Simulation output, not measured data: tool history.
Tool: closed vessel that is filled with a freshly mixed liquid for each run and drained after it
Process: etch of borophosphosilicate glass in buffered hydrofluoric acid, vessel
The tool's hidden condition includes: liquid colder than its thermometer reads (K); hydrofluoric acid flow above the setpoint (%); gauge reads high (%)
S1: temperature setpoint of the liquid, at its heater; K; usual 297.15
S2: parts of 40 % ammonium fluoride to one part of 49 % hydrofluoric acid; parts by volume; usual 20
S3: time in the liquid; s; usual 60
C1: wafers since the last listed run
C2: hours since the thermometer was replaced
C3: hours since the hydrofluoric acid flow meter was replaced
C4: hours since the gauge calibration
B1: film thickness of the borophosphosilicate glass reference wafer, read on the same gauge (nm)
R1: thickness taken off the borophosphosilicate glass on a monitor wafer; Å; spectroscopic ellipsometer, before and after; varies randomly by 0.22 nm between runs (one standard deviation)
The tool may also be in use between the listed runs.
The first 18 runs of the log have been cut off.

-- day=68.275 hydrofluoric acid flow meter replaced
run 19 day=68.892 | S1=302.15 S2=20 S3=60 | C1=7849 C2=231.3 C3=14.8 C4=106.3 | B1=69.97 | R1=597.8
run 20 day=71.633 | S1=299.65 S2=16 S3=60 | C1=9272 C2=297.1 C3=80.6 C4=172.1 | B1=69.97 | R1=644.7
run 21 day=83.192 | S1=297.15 S2=20 S3=60 | C1=39093 C2=574.5 C3=358 C4=449.5 | B1=69.96 | R1=449
run 22 day=87.371 | S1=292.15 S2=17.5 S3=30 | C1=14134 C2=674.8 C3=458.3 C4=549.8 | B1=70.02 | R1=196.4
-- day=90.329 hydrofluoric acid flow meter replaced
run 23 day=91.771 | S1=298.65 S2=26.5 S3=35 | C1=14740 C2=780.4 C3=34.6 C4=655.4 | B1=69.96 | R1=236
run 24 day=95.983 | S1=297.15 S2=20 S3=30 | C1=14247 C2=881.5 C3=135.7 C4=756.5 | B1=69.94 | R1=225.6
run 25 day=99.2 | S1=301.65 S2=22 S3=30 | C1=10879 C2=958.7 C3=212.9 C4=833.7 | B1=70.05 | R1=268.5
run 26 day=103.271 | S1=297.15 S2=20 S3=60 | C1=13768 C2=1056.4 C3=310.6 C4=931.4 | B1=70 | R1=449.4
run 27 day=104.983 | S1=295.15 S2=20 S3=60 | C1=5792 C2=1097.5 C3=351.7 C4=972.5 | B1=69.97 | R1=399.1
run 28 day=106.971 | S1=297.15 S2=15 S3=60 | C1=6722 C2=1145.2 C3=399.4 C4=1020.2 | B1=69.99 | R1=595.7
run 29 day=108.85 | S1=297.15 S2=12.5 S3=60 | C1=6355 C2=1190.3 C3=444.5 C4=1065.3 | B1=70 | R1=711.5
run 30 day=112.138 | S1=299.65 S2=20 S3=60 | C1=11119 C2=1269.2 C3=523.4 C4=1144.2 | B1=70 | R1=512.8
run 31 day=116.262 | S1=297.15 S2=12.5 S3=60 | C1=13951 C2=1368.2 C3=622.4 C4=1243.2 | B1=70.04 | R1=704.2

Forecast each of these 3 alternatives for the next run:
run A day=116.292 | S1=297.15 S2=20 S3=75 | C1=98 C2=1368.9 C3=623.1 C4=1243.9 | B1=? | R1=?
run B day=116.292 | S1=294.15 S2=20 S3=60 | C1=98 C2=1368.9 C3=623.1 C4=1243.9 | B1=? | R1=?
run C day=116.292 | S1=300.15 S2=18 S3=60 | C1=98 C2=1368.9 C3=623.1 C4=1243.9 | B1=? | R1=?

run=A B1=70 R1=559.7
run=B B1=70 R1=379.8
run=C B1=70 R1=584.1
Take away the tool's hidden state, keep each run's random variation, and the runs would have read:
run=A R1=576.7
run=B R1=391.5
run=C R1=601.5
